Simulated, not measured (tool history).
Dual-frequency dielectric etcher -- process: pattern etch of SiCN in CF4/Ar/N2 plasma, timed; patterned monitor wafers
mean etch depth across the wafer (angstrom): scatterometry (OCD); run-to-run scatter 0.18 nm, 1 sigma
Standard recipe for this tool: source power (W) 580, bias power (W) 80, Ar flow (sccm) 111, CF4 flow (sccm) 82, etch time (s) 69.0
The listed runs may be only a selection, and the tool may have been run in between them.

run,day,source power (W),bias power (W),Ar flow (sccm),CF4 flow (sccm),etch time (s),"read-back reference wafer on the same gauge, depth_nm",mean etch depth across the wafer (angstrom)
1,0.000,640,80,111,82,69.0,76.4,861
2,2.942,580,80,111,82,69.0,76.4,800
3,5.142,580,80,111,82,69.0,76.4,801
# day 6.912: upper electrode replaced
4,8.075,580,80,139,82,69.0,76.4,771
5,10.312,580,80,111,82,69.0,76.4,799
# day 12.042: bias power generator calibrated
6,13.667,580,80,111,82,69.0,76.4,798
7,16.454,580,80,111,82,69.0,76.4,797
# day 17.400: gauge calibrated
# day 17.500: wet clean of the chamber
8,24.042,580,80,136,82,69.0,76.4,769
9,31.167,720,71,111,96,61.0,76.4,786
10,32.929,580,80,130,82,50.0,76.4,562
# day 35.683: source power generator calibrated
11,36.404,670,80,103,82,80.5,76.4,1054
# day 38.929: CF4 flow controller replaced
# day 40.425: wet clean of the chamber
12,40.796,580,80,111,82,69.0,76.4,802
13,45.071,580,80,111,82,69.0,76.4,805
14,47.679,580,72,111,62,62.5,76.4,658
15,49.921,580,71,111,90,80.0,76.4,884
16,53.396,710,80,111,82,86.0,76.4,1155
17,55.575,580,80,111,82,69.0,76.4,799
18,57.200,580,80,132,82,76.0,76.4,861
# day 60.862: wet clean of the chamber
19,60.883,580,80,111,82,81.0,76.4,940
20,62.562,580,90,111,97,69.0,76.4,871

What if the next run were any one of these 5? Each begins from the tool's condition after run 20:
A,62.579,580,80,111,100,69.0,?,?
B,62.579,580,80,111,82,86.5,?,?
C,62.579,580,88,111,93,69.0,?,?
D,62.579,580,80,111,82,53.0,?,?
E,62.579,680,80,111,94,63.5,?,?

run,"read-back reference wafer on the same gauge, depth_nm",mean etch depth across the wafer (angstrom)
A,76.4,820
B,76.4,1002
C,76.4,855
D,76.4,614
E,76.4,840
The same runs, with their run-to-run variation unchanged, on a tool lacking any hidden condition would have given:
run,mean etch depth across the wafer (angstrom)
A,827
B,1010
C,862
D,619
E,847

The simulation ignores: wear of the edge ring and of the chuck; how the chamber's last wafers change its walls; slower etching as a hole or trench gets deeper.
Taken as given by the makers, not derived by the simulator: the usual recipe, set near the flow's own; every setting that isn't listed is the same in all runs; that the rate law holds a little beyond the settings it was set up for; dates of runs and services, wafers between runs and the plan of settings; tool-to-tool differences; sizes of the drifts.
